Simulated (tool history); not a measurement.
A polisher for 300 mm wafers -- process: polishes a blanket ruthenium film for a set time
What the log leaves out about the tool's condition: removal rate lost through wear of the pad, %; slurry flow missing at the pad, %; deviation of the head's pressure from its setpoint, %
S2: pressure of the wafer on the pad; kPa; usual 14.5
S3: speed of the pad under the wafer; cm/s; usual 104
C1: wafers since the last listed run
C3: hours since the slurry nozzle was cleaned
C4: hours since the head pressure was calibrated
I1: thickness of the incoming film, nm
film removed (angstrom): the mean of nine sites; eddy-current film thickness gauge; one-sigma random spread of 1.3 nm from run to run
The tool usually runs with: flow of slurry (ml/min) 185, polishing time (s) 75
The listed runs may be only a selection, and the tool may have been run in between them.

Run 1, hour 0: usual settings; C1 0; wafers polished on this pad 810; C3 199.4; C4 1043; I1 433.1. Result: film removed (angstrom) 999.
Run 2, hour 8.1: usual settings; C1 52; wafers polished on this pad 862; C3 207.5; C4 1051.1; I1 434.3. Result: film removed (angstrom) 985.
At hour 13.6: worn pad replaced by a new one.
Run 3, hour 42.1: usual settings; C1 193; wafers polished on this pad 183; C3 241.5; C4 1085.1; I1 432.9. Result: film removed (angstrom) 1010.
Run 4, hour 53.3: usual settings; C1 72; wafers polished on this pad 255; C3 252.7; C4 1096.3; I1 431.8. Result: film removed (angstrom) 1008.
Run 5, hour 67.3: usual settings; C1 90; wafers polished on this pad 345; C3 266.7; C4 1110.3; I1 427.5. Result: film removed (angstrom) 1015.
Run 6, hour 76.3: usual settings; C1 57; wafers polished on this pad 403; C3 275.7; C4 1119.3; I1 435.2. Result: film removed (angstrom) 984.
At hour 122: worn pad replaced by a new one.
Run 7, hour 122.5: usual settings; C1 271; wafers polished on this pad 3; C3 321.9; C4 1165.5; I1 427.8. Result: film removed (angstrom) 1010.
Run 8, hour 136.1: usual settings; C1 87; wafers polished on this pad 90; C3 335.5; C4 1179.1; I1 429.5. Result: film removed (angstrom) 1000.
At hour 138.7: slurry nozzle cleaned.
At hour 147.5: head pressure recalibrated.
Run 9, hour 150.4: usual settings; C1 72; wafers polished on this pad 163; C3 11.7; C4 2.9; I1 425.2. Result: film removed (angstrom) 913.
Run 10, hour 161.4: usual settings; C1 70; wafers polished on this pad 234; C3 22.7; C4 13.9; I1 432.2. Result: film removed (angstrom) 885.
Run 11, hour 178.8: usual settings; C1 112; wafers polished on this pad 346; C3 40.1; C4 31.3; I1 430.7. Result: film removed (angstrom) 902.
Run 12, hour 187.4: usual settings; C1 55; wafers polished on this pad 401; C3 48.7; C4 39.9; I1 424.9. Result: film removed (angstrom) 906.
Run 13, hour 204.1: usual settings; C1 107; wafers polished on this pad 509; C3 65.4; C4 56.6; I1 433.9. Result: film removed (angstrom) 902.
Run 14, hour 213.2: usual settings; C1 58; wafers polished on this pad 567; C3 74.5; C4 65.7; I1 431.6. Result: film removed (angstrom) 900.
Run 15, hour 230.6: usual settings; C1 112; wafers polished on this pad 679; C3 91.9; C4 83.1; I1 430. Result: film removed (angstrom) 902.
Run 16, hour 246.3: usual settings but S3 82 cm/s; C1 101; wafers polished on this pad 780; C3 107.6; C4 98.8; I1 426.7. Result: film removed (angstrom) 702.
At hour 265.8: worn pad replaced by a new one.
Run 17, hour 266.3: usual settings but flow of slurry (ml/min) 235; C1 103; wafers polished on this pad 3; C3 127.6; C4 118.8; I1 430.2. Result: film removed (angstrom) 956.
Run 18, hour 277.5: usual settings but flow of slurry (ml/min) 235; C1 72; wafers polished on this pad 75; C3 138.8; C4 130; I1 425.8. Result: film removed (angstrom) 953.
Run 19, hour 294.8: usual settings; C1 111; wafers polished on this pad 186; C3 156.1; C4 147.3; I1 427.5. Result: film removed (angstrom) 934.
Run 20, hour 305.1: usual settings but S2 15.9 kPa, S3 86 cm/s, polishing time (s) 92; C1 66; wafers polished on this pad 252; C3 166.4; C4 157.6; I1 435.2. Result: film removed (angstrom) 1018.
Run 21, hour 317.5: usual settings but flow of slurry (ml/min) 150; C1 79; wafers polished on this pad 332; C3 178.8; C4 170; I1 428.1. Result: film removed (angstrom) 880.
Run 22, hour 335.5: usual settings; C1 115; wafers polished on this pad 448; C3 196.8; C4 188; I1 437. Result: film removed (angstrom) 926.
Run 23, hour 349.7: usual settings but flow of slurry (ml/min) 135, S3 88 cm/s, polishing time (s) 51; C1 91; wafers polished on this pad 539; C3 211; C4 202.2; I1 428.2. Result: film removed (angstrom) 494.
Run 24, hour 356.7: usual settings but polishing time (s) 67; C1 45; wafers polished on this pad 585; C3 218; C4 209.2; I1 433.7. Result: film removed (angstrom) 820.
At hour 385.1: worn pad replaced by a new one.
Run 25, hour 402.9: usual settings but S2 17.9 kPa, S3 94 cm/s, polishing time (s) 85; C1 271; wafers polished on this pad 114; C3 264.2; C4 255.4; I1 426.4. Result: film removed (angstrom) 1150.
Run 26, hour 427.8: usual settings but flow of slurry (ml/min) 145, S3 68 cm/s, polishing time (s) 64; C1 160; wafers polished on this pad 274; C3 289.1; C4 280.3; I1 434.9. Result: film removed (angstrom) 498.
Run 27, hour 442.6: usual settings; C1 95; wafers polished on this pad 370; C3 303.9; C4 295.1; I1 437.8. Result: film removed (angstrom) 924.
Run 28, hour 460.2: usual settings; C1 113; wafers polished on this pad 483; C3 321.5; C4 312.7; I1 428.9. Result: film removed (angstrom) 928.
Run 29, hour 477.6: usual settings but flow of slurry (ml/min) 130, S3 136 cm/s; C1 112; wafers polished on this pad 595; C3 338.9; C4 330.1; I1 427. Result: film removed (angstrom) 1153.
Run 30, hour 485.3: usual settings but flow of slurry (ml/min) 165, S2 17.2 kPa, S3 82 cm/s, polishing time (s) 86; C1 49; wafers polished on this pad 644; C3 346.6; C4 337.8; I1 427.4. Result: film removed (angstrom) 991.

What does the tool deliver on the next run?
Run 31, hour 497.9: usual settings but flow of slurry (ml/min) 230, S2 9.7 kPa, S3 122 cm/s, polishing time (s) 55; C1 81; wafers polished on this pad 726; C3 359.2; C4 350.4; I1 430.7. Result: film removed (angstrom) ?.

film removed (angstrom): 549
Had the tool carried no hidden state, the very same run would have given film removed (angstrom) 531.
